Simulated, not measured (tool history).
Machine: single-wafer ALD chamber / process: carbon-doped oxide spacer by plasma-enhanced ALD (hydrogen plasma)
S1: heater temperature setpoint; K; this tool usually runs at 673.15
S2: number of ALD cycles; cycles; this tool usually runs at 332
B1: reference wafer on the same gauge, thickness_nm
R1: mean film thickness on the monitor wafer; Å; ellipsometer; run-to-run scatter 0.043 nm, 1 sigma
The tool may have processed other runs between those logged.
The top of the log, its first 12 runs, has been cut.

| run | hour | S1 | S2 | B1 | R1 |
|---|---|---|---|---|---|
| 13 | 131.9 | 673.15 | 370 | 17.410 | 188.53 |
|  | 139.9 | gauge calibrated |
| 14 | 142.4 | 673.15 | 370 | 17.656 | 190.54 |
| 15 | 152.3 | 673.15 | 332 | 17.636 | 171.83 |
| 16 | 165.0 | 673.15 | 332 | 17.638 | 171.64 |
| 17 | 176.0 | 673.15 | 332 | 17.636 | 171.30 |
| 18 | 213.1 | 667.15 | 386 | 17.605 | 199.13 |
| 19 | 219.3 | 665.15 | 302 | 17.605 | 155.64 |
| 20 | 236.8 | 666.15 | 332 | 17.581 | 171.03 |
| 21 | 245.9 | 683.15 | 332 | 17.585 | 166.34 |
| 22 | 260.4 | 679.15 | 352 | 17.571 | 178.09 |
| 23 | 270.2 | 668.15 | 309 | 17.573 | 158.02 |
|  | 284.7 | thermocouple changed; heater temperature recalibrated |
| 24 | 285.2 | 665.15 | 273 | 17.563 | 140.15 |
| 25 | 300.9 | 688.15 | 357 | 17.547 | 174.93 |
| 26 | 318.1 | 673.15 | 332 | 17.534 | 169.63 |
| 27 | 325.3 | 662.15 | 301 | 17.538 | 153.97 |
| 28 | 341.8 | 681.15 | 332 | 17.522 | 166.30 |
| 29 | 353.9 | 680.15 | 368 | 17.514 | 184.86 |
| 30 | 367.2 | 666.15 | 381 | 17.509 | 195.57 |
| 31 | 378.5 | 673.15 | 332 | 17.503 | 170.61 |
| 32 | 413.9 | 685.15 | 311 | 17.476 | 153.49 |
| 33 | 427.1 | 673.15 | 281 | 17.474 | 143.54 |
| 34 | 438.9 | 673.15 | 332 | 17.468 | 169.46 |
| 35 | 454.1 | 673.15 | 332 | 17.450 | 169.82 |

What if the next run were any one of these 5? Each begins from the tool's condition after run 35:
| A | 455.0 | 662.15 | 332 | ? | ? |
| B | 455.0 | 673.15 | 350 | ? | ? |
| C | 455.0 | 658.15 | 358 | ? | ? |
| D | 455.0 | 664.15 | 362 | ? | ? |
| E | 455.0 | 678.15 | 276 | ? | ? |

| run | B1 | R1 |
|---|---|---|
| A | 17.467 | 169.48 |
| B | 17.467 | 178.67 |
| C | 17.467 | 182.75 |
| D | 17.467 | 184.80 |
| E | 17.467 | 139.03 |
The same runs, with their run-to-run variation unchanged, on a tool lacking any hidden condition would have given:
| run | R1 |
|---|---|
| A | 171.85 |
| B | 181.16 |
| C | 185.31 |
| D | 187.38 |
| E | 140.98 |

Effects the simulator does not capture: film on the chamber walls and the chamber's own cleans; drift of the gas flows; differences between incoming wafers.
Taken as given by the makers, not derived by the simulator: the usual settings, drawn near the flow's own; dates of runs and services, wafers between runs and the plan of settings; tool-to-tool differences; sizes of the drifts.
